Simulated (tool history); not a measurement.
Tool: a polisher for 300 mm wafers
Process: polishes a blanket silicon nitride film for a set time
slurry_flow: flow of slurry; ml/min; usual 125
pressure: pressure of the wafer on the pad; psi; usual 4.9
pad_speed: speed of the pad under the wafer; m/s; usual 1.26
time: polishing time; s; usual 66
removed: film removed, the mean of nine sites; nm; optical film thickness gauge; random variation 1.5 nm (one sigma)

| run | day | slurry_flow | pressure | pad_speed | time | wafers since the last listed run | wafers polished on this pad | hours since the slurry nozzle was cleaned | hours since the head pressure was calibrated | incoming thickness of the incoming film, nm | removed |
|---|---|---|---|---|---|---|---|---|---|---|---|
| 1 | 0 | 125 | 4.3 | 1.44 | 66 | 0 | 490 | 845.3 | 309.7 | 537.6 | 163.1 |
| 2 | 0.35 | 125 | 4.3 | 1.44 | 66 | 96 | 587 | 853.7 | 318.1 | 536.5 | 162.3 |
| 3 | 0.929 | 125 | 4.3 | 1.44 | 66 | 160 | 747 | 867.6 | 332 | 540.8 | 163.1 |
|  | 1.3 | worn pad replaced by a new one |
| 4 | 1.354 | 125 | 4.9 | 1.08 | 66 | 71 | 14 | 877.8 | 342.2 | 545.4 | 142.3 |
| 5 | 2.1 | 125 | 4.9 | 1.08 | 66 | 206 | 220 | 895.7 | 360.1 | 537.9 | 141.2 |
| 6 | 2.692 | 125 | 4.9 | 1.08 | 66 | 163 | 384 | 909.9 | 374.3 | 545.8 | 141 |
| 7 | 3.242 | 125 | 4.9 | 1.26 | 66 | 152 | 536 | 923.1 | 387.5 | 544.5 | 158.6 |
|  | 3.575 | slurry nozzle cleaned |
| 8 | 3.871 | 125 | 3.3 | 1.02 | 66 | 162 | 698 | 7.1 | 402.6 | 534.2 | 109.5 |
| 9 | 4.504 | 125 | 4.4 | 1.08 | 79 | 175 | 873 | 22.3 | 417.8 | 543 | 158.3 |
|  | 5.017 | worn pad replaced by a new one |
| 10 | 5.038 | 125 | 4.9 | 1.26 | 66 | 101 | 5 | 35.1 | 430.6 | 540.4 | 156.6 |
| 11 | 5.275 | 125 | 3.2 | 1.68 | 86 | 65 | 71 | 40.8 | 436.3 | 541 | 204.9 |
|  | 5.375 | head pressure recalibrated |
| 12 | 5.879 | 165 | 4 | 1.26 | 66 | 143 | 215 | 55.3 | 12.1 | 548.6 | 147.8 |
| 13 | 6.354 | 125 | 4.3 | 1.26 | 66 | 131 | 346 | 66.7 | 23.5 | 545.1 | 147.4 |
| 14 | 7.029 | 125 | 4.9 | 1.08 | 66 | 186 | 533 | 82.9 | 39.7 | 534.4 | 143.9 |

Forecast each of these 5 alternatives for the next run:
| A | 7.046 | 125 | 4.9 | 0.92 | 66 | 4 | 537 | 83.3 | 40.1 | 540.7 | ? |
| B | 7.046 | 85 | 4.3 | 1.26 | 84 | 4 | 537 | 83.3 | 40.1 | 540.7 | ? |
| C | 7.046 | 155 | 6.5 | 1.26 | 66 | 4 | 537 | 83.3 | 40.1 | 540.7 | ? |
| D | 7.046 | 100 | 3.6 | 1.26 | 45 | 4 | 537 | 83.3 | 40.1 | 540.7 | ? |
| E | 7.046 | 125 | 4.9 | 1.26 | 89 | 4 | 537 | 83.3 | 40.1 | 540.7 | ? |

| run | removed |
|---|---|
| A | 127.2 |
| B | 170.4 |
| C | 200.9 |
| D | 87.2 |
| E | 217 |
Without the tool's hidden state the same runs would have given:
| run | removed |
|---|---|
| A | 127.2 |
| B | 170.4 |
| C | 200.9 |
| D | 87.2 |
| E | 217 |
